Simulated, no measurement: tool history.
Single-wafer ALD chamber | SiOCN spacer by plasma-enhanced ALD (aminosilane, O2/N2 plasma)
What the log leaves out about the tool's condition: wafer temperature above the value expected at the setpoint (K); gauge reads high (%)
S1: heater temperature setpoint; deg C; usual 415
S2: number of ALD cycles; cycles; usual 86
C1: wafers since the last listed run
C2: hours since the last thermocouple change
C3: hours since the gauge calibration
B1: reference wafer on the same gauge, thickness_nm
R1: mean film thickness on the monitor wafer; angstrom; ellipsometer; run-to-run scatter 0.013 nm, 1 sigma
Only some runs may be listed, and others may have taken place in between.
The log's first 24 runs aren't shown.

{"run": 25, "day": 14.217, "S1": 407, "S2": 69, "C1": 22, "C2": 2391.8, "C3": 74, "B1": 4.942, "R1": 41.48}
{"day": 14.688, "done": "thermocouple changed; heater temperature recalibrated"}
{"run": 26, "day": 14.708, "S1": 424, "S2": 69, "C1": 9, "C2": 0.5, "C3": 85.8, "B1": 4.947, "R1": 39.03}
{"run": 27, "day": 15.262, "S1": 415, "S2": 86, "C1": 32, "C2": 13.8, "C3": 99.1, "B1": 4.946, "R1": 50.19}
{"run": 28, "day": 15.9, "S1": 415, "S2": 75, "C1": 36, "C2": 29.1, "C3": 114.4, "B1": 4.956, "R1": 43.88}
{"run": 29, "day": 16.317, "S1": 415, "S2": 86, "C1": 24, "C2": 39.1, "C3": 124.4, "B1": 4.957, "R1": 50.19}
{"run": 30, "day": 16.792, "S1": 415, "S2": 91, "C1": 27, "C2": 50.5, "C3": 135.8, "B1": 4.951, "R1": 53.26}
{"run": 31, "day": 17.304, "S1": 423, "S2": 86, "C1": 29, "C2": 62.8, "C3": 148.1, "B1": 4.959, "R1": 48.84}
{"run": 32, "day": 17.971, "S1": 421, "S2": 72, "C1": 38, "C2": 78.8, "C3": 164.1, "B1": 4.96, "R1": 41.17}
{"run": 33, "day": 18.683, "S1": 428, "S2": 94, "C1": 41, "C2": 95.9, "C3": 181.2, "B1": 4.963, "R1": 52.68}
{"run": 34, "day": 19.071, "S1": 428, "S2": 80, "C1": 22, "C2": 105.2, "C3": 190.5, "B1": 4.967, "R1": 44.89}
{"run": 35, "day": 19.554, "S1": 409, "S2": 79, "C1": 27, "C2": 116.8, "C3": 202.1, "B1": 4.966, "R1": 47.21}
{"run": 36, "day": 21.558, "S1": 404, "S2": 91, "C1": 115, "C2": 164.9, "C3": 250.2, "B1": 4.972, "R1": 55.69}
{"run": 37, "day": 22.25, "S1": 430, "S2": 80, "C1": 39, "C2": 181.5, "C3": 266.8, "B1": 4.98, "R1": 44.34}
{"run": 38, "day": 22.633, "S1": 429, "S2": 94, "C1": 22, "C2": 190.7, "C3": 276, "B1": 4.981, "R1": 52.53}
{"run": 39, "day": 23.071, "S1": 422, "S2": 77, "C1": 25, "C2": 201.2, "C3": 286.5, "B1": 4.979, "R1": 44.26}
{"run": 40, "day": 23.488, "S1": 415, "S2": 86, "C1": 24, "C2": 211.2, "C3": 296.5, "B1": 4.981, "R1": 50.78}
{"run": 41, "day": 23.942, "S1": 415, "S2": 72, "C1": 26, "C2": 222.1, "C3": 307.4, "B1": 4.989, "R1": 42.34}
{"run": 42, "day": 25.871, "S1": 415, "S2": 86, "C1": 111, "C2": 268.4, "C3": 353.7, "B1": 4.993, "R1": 50.88}
{"run": 43, "day": 26.233, "S1": 415, "S2": 74, "C1": 20, "C2": 277.1, "C3": 362.4, "B1": 4.996, "R1": 43.66}
{"run": 44, "day": 27.354, "S1": 415, "S2": 78, "C1": 64, "C2": 304, "C3": 389.3, "B1": 5.005, "R1": 46.14}

Here are 5 independent what-if runs from the current tool condition. What would each one return?
{"run": "A", "day": 27.379, "S1": 415, "S2": 86, "C1": 1, "C2": 304.6, "C3": 389.9, "B1": "?", "R1": "?"}
{"run": "B", "day": 27.379, "S1": 419, "S2": 78, "C1": 1, "C2": 304.6, "C3": 389.9, "B1": "?", "R1": "?"}
{"run": "C", "day": 27.379, "S1": 415, "S2": 70, "C1": 1, "C2": 304.6, "C3": 389.9, "B1": "?", "R1": "?"}
{"run": "D", "day": 27.379, "S1": 415, "S2": 69, "C1": 1, "C2": 304.6, "C3": 389.9, "B1": "?", "R1": "?"}
{"run": "E", "day": 27.379, "S1": 429, "S2": 77, "C1": 1, "C2": 304.6, "C3": 389.9, "B1": "?", "R1": "?"}

run=A B1=5.002 R1=51.01
run=B B1=5.002 R1=45.6
run=C B1=5.002 R1=41.52
run=D B1=5.002 R1=40.93
run=E B1=5.002 R1=43.38
What these runs would have given with no unlogged condition in the tool:
run=A R1=50.27
run=B R1=44.94
run=C R1=40.92
run=D R1=40.33
run=E R1=42.75
